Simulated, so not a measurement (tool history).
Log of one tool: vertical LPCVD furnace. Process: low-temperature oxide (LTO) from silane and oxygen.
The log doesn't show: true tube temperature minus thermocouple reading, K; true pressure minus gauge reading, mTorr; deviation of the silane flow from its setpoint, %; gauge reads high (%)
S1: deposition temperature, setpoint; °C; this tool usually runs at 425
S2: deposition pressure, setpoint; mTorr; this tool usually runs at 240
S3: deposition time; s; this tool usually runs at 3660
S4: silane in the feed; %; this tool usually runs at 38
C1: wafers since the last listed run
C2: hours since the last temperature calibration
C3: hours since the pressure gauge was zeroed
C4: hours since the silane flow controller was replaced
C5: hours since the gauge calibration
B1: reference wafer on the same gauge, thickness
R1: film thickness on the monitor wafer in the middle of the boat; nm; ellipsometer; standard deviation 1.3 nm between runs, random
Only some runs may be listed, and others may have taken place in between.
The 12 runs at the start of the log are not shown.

run,hour,S1,S2,S3,S4,C1,C2,C3,C4,C5,B1,R1
13,171.1,425,240,3660,38,172,2136.2,3119.1,6619.1,93.7,639.03,771.82
14,183.0,436,240,3660,38,131,2148.1,3131.0,6631.0,105.6,639.08,860.62
15,203.1,425,240,3660,38,222,2168.2,3151.1,6651.1,125.7,639.47,771.38
# hour 246.2: thermocouples replaced and temperature profile calibrated
# hour 267.6: pressure gauge zeroed
16,268.1,419,285,2640,38,216,21.9,0.5,6716.1,190.7,639.27,629.58
17,273.0,435,215,3660,38,54,26.8,5.4,6721.0,195.6,639.10,788.50
18,277.8,430,240,3660,38,53,31.6,10.2,6725.8,200.4,638.93,832.68
19,282.6,433,240,2820,38,53,36.4,15.0,6730.6,205.2,639.13,660.29
20,287.4,425,260,3090,38,53,41.2,19.8,6735.4,210.0,638.86,721.03
21,292.2,425,240,3660,38,53,46.0,24.6,6740.2,214.8,638.65,793.96
22,301.4,417,240,3660,38,101,55.2,33.8,6749.4,224.0,638.90,730.74
# hour 326.2: silane flow controller replaced
# hour 335.8: pressure gauge zeroed, repeated, since the last time left the tool worse
23,336.3,432,240,3660,36,15,90.1,0.5,10.1,258.9,639.08,745.94
24,341.1,432,285,4260,38,53,94.9,5.3,14.9,263.7,638.45,1101.85
25,350.0,425,240,3210,38,98,103.8,14.2,23.8,272.6,638.66,650.43
26,358.0,433,255,3120,38,88,111.8,22.2,31.8,280.6,639.02,729.13
27,371.2,425,270,3660,31,146,125.0,35.4,45.0,293.8,638.97,643.14
# hour 379.1: gauge calibrated
28,388.2,425,240,4800,36,188,142.0,52.4,62.0,9.1,639.10,911.66
29,400.5,425,240,3000,38,136,154.3,64.7,74.3,21.4,638.82,609.44
30,412.3,416,240,3660,38,130,166.1,76.5,86.1,33.2,639.09,677.25
31,426.0,415,240,4350,32,151,179.8,90.2,99.8,46.9,639.61,638.19
32,434.2,425,240,3660,38,90,188.0,98.4,108.0,55.1,638.62,745.14

3 ways to go on from here, each from the tool as it stands after run 32. What would each give?
A,439.1,425,240,3660,43,54,192.9,103.3,112.9,60.0,?,?
B,439.1,425,295,3660,38,54,192.9,103.3,112.9,60.0,?,?
C,439.1,419,215,3660,43,54,192.9,103.3,112.9,60.0,?,?

run,B1,R1
A,638.81,850.06
B,638.81,913.04
C,638.81,717.64
With the hidden condition removed and each run's random variation left untouched, the same runs would have given:
run,R1
A,850.41
B,913.35
C,717.97

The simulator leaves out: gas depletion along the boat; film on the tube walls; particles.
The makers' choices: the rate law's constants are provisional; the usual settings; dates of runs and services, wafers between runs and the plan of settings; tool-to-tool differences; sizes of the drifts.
